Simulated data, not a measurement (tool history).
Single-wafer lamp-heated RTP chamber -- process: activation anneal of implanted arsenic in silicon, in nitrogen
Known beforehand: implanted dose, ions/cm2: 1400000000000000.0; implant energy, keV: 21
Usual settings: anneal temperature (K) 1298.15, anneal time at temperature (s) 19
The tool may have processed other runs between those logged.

run	hour	anneal temperature (K)	anneal time at temperature (s)	wafers since the last listed run	wafers since the last pyrometer calibration	wafers since the reflector plate was cleaned	hours since the gauge calibration	read-back reference wafer on the same gauge, sheet resistance	sheet resistance of the implanted and annealed layer (ohm/square)
1	0.0	1316.15	19	0	5170	7432	226.7	126.98	99.68
2	12.6	1316.15	19	250	5421	7683	239.3	127.04	100.23
3	23.4	1298.15	19	214	5635	7897	250.1	127.03	105.00
# hour 25.5: gauge calibrated
4	33.1	1298.15	19	192	5828	8090	7.6	126.96	105.01
5	46.8	1298.15	19	272	6100	8362	21.3	127.04	104.95
6	62.0	1298.15	19	301	6402	8664	36.5	126.95	104.81
7	75.2	1298.15	19	262	6664	8926	49.7	127.02	104.39
8	89.7	1298.15	19	287	6952	9214	64.2	126.97	103.56
9	112.8	1298.15	19	458	7410	9673	87.3	127.02	103.89
10	120.5	1298.15	22	152	7563	9826	95.0	126.98	101.62
11	137.0	1298.15	25	327	7891	10153	111.5	127.02	100.19
# hour 148.7: pyrometer window cleaned and pyrometer calibrated
12	149.2	1298.15	25	83	9	10237	123.7	126.95	103.77
# hour 161.3: reflector plate cleaned
13	161.8	1298.15	25	91	100	10	136.3	126.94	104.04
14	164.0	1298.15	19	43	144	54	138.5	126.91	107.61
15	180.5	1314.15	12	327	472	382	155.0	126.94	108.11
16	193.5	1271.15	25	258	730	640	168.0	127.08	113.85
17	210.8	1271.15	19	343	1073	983	185.3	127.02	117.16
18	225.9	1298.15	22	299	1373	1283	200.4	126.97	105.89
19	242.2	1281.15	29	323	1697	1607	216.7	127.04	107.11
20	258.1	1308.15	12	315	2013	1923	232.6	127.03	109.89
# hour 280.3: gauge calibrated
21	301.3	1272.15	8	857	2871	2781	21.0	126.98	127.40
22	318.8	1282.15	27	347	3218	3128	38.5	126.96	108.11
23	336.2	1314.15	12	345	3564	3474	55.9	126.99	107.68
24	350.1	1298.15	19	276	3840	3750	69.8	126.96	106.33
25	357.3	1284.15	11	142	3983	3893	77.0	126.96	118.64
26	365.5	1298.15	14	162	4145	4056	85.2	126.94	110.04
27	373.1	1277.15	19	150	4296	4206	92.8	127.04	113.35

Below are 4 alternative next runs, each starting from the tool's condition after run 27. Predict each:
A	373.5	1310.15	19	7	4304	4214	93.2	?	?
B	373.5	1282.15	13	7	4304	4214	93.2	?	?
C	373.5	1316.15	28	7	4304	4214	93.2	?	?
D	373.5	1298.15	15	7	4304	4214	93.2	?	?

run	read-back reference wafer on the same gauge, sheet resistance	sheet resistance of the implanted and annealed layer (ohm/square)
A	126.91	102.21
B	126.91	116.31
C	126.91	95.66
D	126.91	108.98
The same runs, with their run-to-run variation unchanged, on a tool lacking any hidden condition would have given:
run	sheet resistance of the implanted and annealed layer (ohm/square)
A	103.47
B	117.83
C	96.83
D	110.35
